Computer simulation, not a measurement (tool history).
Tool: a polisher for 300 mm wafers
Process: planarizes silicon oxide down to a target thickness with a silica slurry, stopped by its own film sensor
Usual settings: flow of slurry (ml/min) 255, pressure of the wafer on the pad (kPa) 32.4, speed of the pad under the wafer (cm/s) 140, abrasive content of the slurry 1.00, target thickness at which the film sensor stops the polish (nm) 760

run	hour	flow of slurry (ml/min)	pressure of the wafer on the pad (kPa)	speed of the pad under the wafer (cm/s)	abrasive content of the slurry	target thickness at which the film sensor stops the polish (nm)	wafers since the last listed run	wafers polished on this pad	hours since the slurry nozzle was cleaned	hours since the head pressure was calibrated	hours since the slurry blender was calibrated	hours since the conditioning disc was replaced	incoming thickness of the incoming film, nm	time until the film sensor stopped the polish (s)
1	0.0	255	32.4	140	1.00	760	0	850	413.6	17.6	152.0	104.1	1124.2	106.5
2	19.1	255	32.4	140	1.00	760	109	959	432.7	36.7	171.1	123.2	1111.1	104.1
3	41.3	255	32.4	140	1.00	760	127	1087	454.9	58.9	193.3	145.4	1108.2	104.3
4	55.8	255	32.4	140	1.00	760	83	1171	469.4	73.4	207.8	159.9	1108.9	104.8
5	91.1	255	24.8	104	1.00	760	203	1374	504.7	108.7	243.1	195.2	1123.1	165.0
# hour 108.5: worn pad replaced by a new one
6	142.3	255	32.4	140	0.85	760	271	194	555.9	159.9	294.3	246.4	1117.3	118.6
# hour 156.1: slurry blender recalibrated
7	170.2	255	32.4	140	1.00	760	148	343	583.8	187.8	14.1	274.3	1108.1	96.8
8	198.9	255	32.4	140	1.00	760	165	508	612.5	216.5	42.8	303.0	1106.5	96.6
9	216.6	255	32.4	140	1.00	760	101	610	630.2	234.2	60.5	320.7	1101.7	97.1
10	236.8	255	27.6	140	1.00	673	116	726	650.4	254.4	80.7	340.9	1097.5	142.5
# hour 254.6: slurry nozzle cleaned
11	259.5	255	23.4	152	1.00	760	124	851	4.9	277.1	103.4	363.6	1114.9	135.7
12	292.3	255	32.4	140	1.00	830	188	1040	37.7	309.9	136.2	396.4	1110.1	83.4
13	306.8	185	32.4	140	1.00	760	83	1123	52.2	324.4	150.7	410.9	1109.9	108.3
# hour 314.2: conditioning disc replaced and pad reconditioned
14	319.2	255	32.4	140	1.20	760	59	1183	64.6	336.8	163.1	5.0	1106.7	92.8
# hour 330.3: worn pad replaced by a new one
15	335.9	255	32.4	140	1.00	760	73	32	81.3	353.5	179.8	21.7	1119.1	106.2
16	374.1	290	32.4	154	0.80	760	219	252	119.5	391.7	218.0	59.9	1121.5	116.9
17	406.7	255	32.4	140	1.00	760	187	439	152.1	424.3	250.6	92.5	1093.6	102.6
18	430.7	255	32.4	140	1.00	760	138	577	176.1	448.3	274.6	116.5	1098.8	108.0
19	445.8	255	32.4	140	1.00	760	86	664	191.2	463.4	289.7	131.6	1104.8	110.7
# hour 467.4: slurry blender recalibrated
20	472.1	255	32.4	112	1.00	760	139	804	217.5	489.7	4.7	157.9	1121.2	110.6
21	493.8	325	32.4	140	1.00	693	124	929	239.2	511.4	26.4	179.6	1125.9	118.4
22	506.4	310	32.4	140	1.00	760	72	1001	251.8	524.0	39.0	192.2	1107.3	92.3
23	534.1	195	40.0	154	1.00	703	159	1160	279.5	551.7	66.7	219.9	1098.4	88.2
# hour 547.4: worn pad replaced by a new one
24	552.1	255	32.4	140	1.00	760	80	27	297.5	569.7	84.7	237.9	1121.2	100.7
25	578.2	340	32.4	140	1.00	640	150	177	323.6	595.8	110.8	264.0	1104.6	128.0
26	609.2	255	32.4	140	1.00	665	178	355	354.6	626.8	141.8	295.0	1115.7	128.8
27	633.8	340	32.4	140	1.00	760	141	497	379.2	651.4	166.4	319.6	1104.4	97.9

The same runs without the tool's hidden state, with the same run-to-run variation:
The hidden state here: removal rate lost through wear of the pad, %; slurry flow missing at the pad, %; deviation of the head's pressure from its setpoint, %; abrasive missing from the slurry, %; time polished since the conditioner stopped cutting, s.
run	time until the film sensor stopped the polish (s)
1	98.5
2	95.4
3	94.5
4	94.3
5	145.7
6	100.6
7	95.1
8	93.8
9	93.6
10	136.2
11	128.5
12	77.8
13	100.3
14	86.0
15	97.0
16	103.5
17	90.3
18	93.8
19	95.3
20	110.2
21	116.9
22	90.7
23	85.7
24	97.2
25	122.1
26	121.2
27	91.1

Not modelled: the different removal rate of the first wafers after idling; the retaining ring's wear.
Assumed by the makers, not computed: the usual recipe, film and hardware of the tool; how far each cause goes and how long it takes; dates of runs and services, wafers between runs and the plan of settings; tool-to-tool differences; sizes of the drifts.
